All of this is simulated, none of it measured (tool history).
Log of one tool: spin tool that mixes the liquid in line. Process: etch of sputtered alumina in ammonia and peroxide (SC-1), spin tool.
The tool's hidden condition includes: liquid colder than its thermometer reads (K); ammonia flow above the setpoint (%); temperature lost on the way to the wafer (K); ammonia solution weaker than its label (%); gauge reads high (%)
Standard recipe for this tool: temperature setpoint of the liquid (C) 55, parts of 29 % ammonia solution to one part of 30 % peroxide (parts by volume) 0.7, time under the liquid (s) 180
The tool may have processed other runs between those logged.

run	hour	temperature setpoint of the liquid (C)	parts of 29 % ammonia solution to one part of 30 % peroxide (parts by volume)	time under the liquid (s)	wafers since the last listed run	hours since the thermometer was replaced	hours since the ammonia flow meter was replaced	hours since the heated supply line was repaired	hours since the drum of ammonia solution was connected	hours since the gauge calibration	read-back film thickness of the sputtered alumina reference wafer, read on the same gauge (nm)	thickness taken off the sputtered alumina on a monitor wafer (Å)
1	0	55	0.7	180	0	206.8	238.1	1079.2	159.3	351.2	120	96.5
2	95.9	55	0.7	180	585	302.7	334	1175.1	255.2	447.1	120	94.9
3	147	55	0.7	180	312	353.8	385.1	1226.2	306.3	498.2	120	94.4
4	216	55	0.7	180	421	422.8	454.1	1295.2	375.3	567.2	120.01	95.3
5	267.9	55	0.7	180	316	474.7	506	1347.1	427.2	619.1	120.01	94
6	309.2	55	0.7	180	252	516	547.3	1388.4	468.5	660.4	120.01	94.6
7	363	55	0.55	180	328	569.8	601.1	1442.2	522.3	714.2	119.98	93
# hour 419.3: new drum of ammonia solution connected
8	432.8	59	0.7	110	420	639.6	670.9	1512	13.5	784	119.99	71.9
9	498.4	55	0.7	180	400	705.2	736.5	1577.6	79.1	849.6	120.01	93.7
10	543	64	0.9	115	272	749.8	781.1	1622.2	123.7	894.2	119.97	97.5
11	598.3	55	0.9	180	337	805.1	836.4	1677.5	179	949.5	120	96.3
12	672.6	55	0.7	115	453	879.4	910.7	1751.8	253.3	1023.8	119.99	59.2
13	723	64	0.9	115	307	929.8	961.1	1802.2	303.7	1074.2	120.01	97.3
# hour 791.5: heated supply line repaired
14	798	55	0.6	140	451	1004.8	1036.1	6.5	378.7	1149.2	120	76.9
15	896.2	52	0.85	120	599	1103	1134.3	104.7	476.9	1247.4	119.98	57.5
16	974	55	0.7	115	475	1180.8	1212.1	182.5	554.7	1325.2	120.01	63.2
17	1055.1	48	0.85	270	495	1261.9	1293.2	263.6	635.8	1406.3	119.99	102.7
# hour 1099.7: new drum of ammonia solution connected
18	1124.9	55	0.7	220	420	1331.7	1363	333.4	25.2	1476.1	119.99	118.9
19	1169.1	55	0.7	180	269	1375.9	1407.2	377.6	69.4	1520.3	119.99	97.4
20	1261	55	0.7	180	561	1467.8	1499.1	469.5	161.3	1612.2	120	97.6
21	1359	58.5	0.45	180	598	1565.8	1597.1	567.5	259.3	1710.2	120	112.9
# hour 1475: gauge calibrated
# hour 1583.8: ammonia flow meter replaced
22	1642.2	48	0.4	180	1723	1849	58.4	850.7	542.5	167.2	119.99	62.8
# hour 1682.2: new drum of ammonia solution connected
23	1745.9	51.5	0.45	130	627	1952.7	162.1	954.4	63.7	270.9	120	55.4
24	1833.9	55	0.7	135	537	2040.7	250.1	1042.4	151.7	358.9	119.99	72.8
25	1875.1	55	0.7	180	251	2081.9	291.3	1083.6	192.9	400.1	120	94.9

Branching from run 25: 3 alternative next runs. What would each branch give?
A	1875.6	52	0.7	180	3	2082.4	291.8	1084.1	193.4	400.6	?	?
B	1875.6	64	0.9	110	3	2082.4	291.8	1084.1	193.4	400.6	?	?
C	1875.6	55	0.85	75	3	2082.4	291.8	1084.1	193.4	400.6	?	?

run	read-back film thickness of the sputtered alumina reference wafer, read on the same gauge (nm)	thickness taken off the sputtered alumina on a monitor wafer (Å)
A	119.99	80.3
B	119.99	94.3
C	119.99	40.1
Stripped of hidden state, with their random variation kept, the same runs would have yielded:
run	thickness taken off the sputtered alumina on a monitor wafer (Å)
A	85
B	99.3
C	42.4
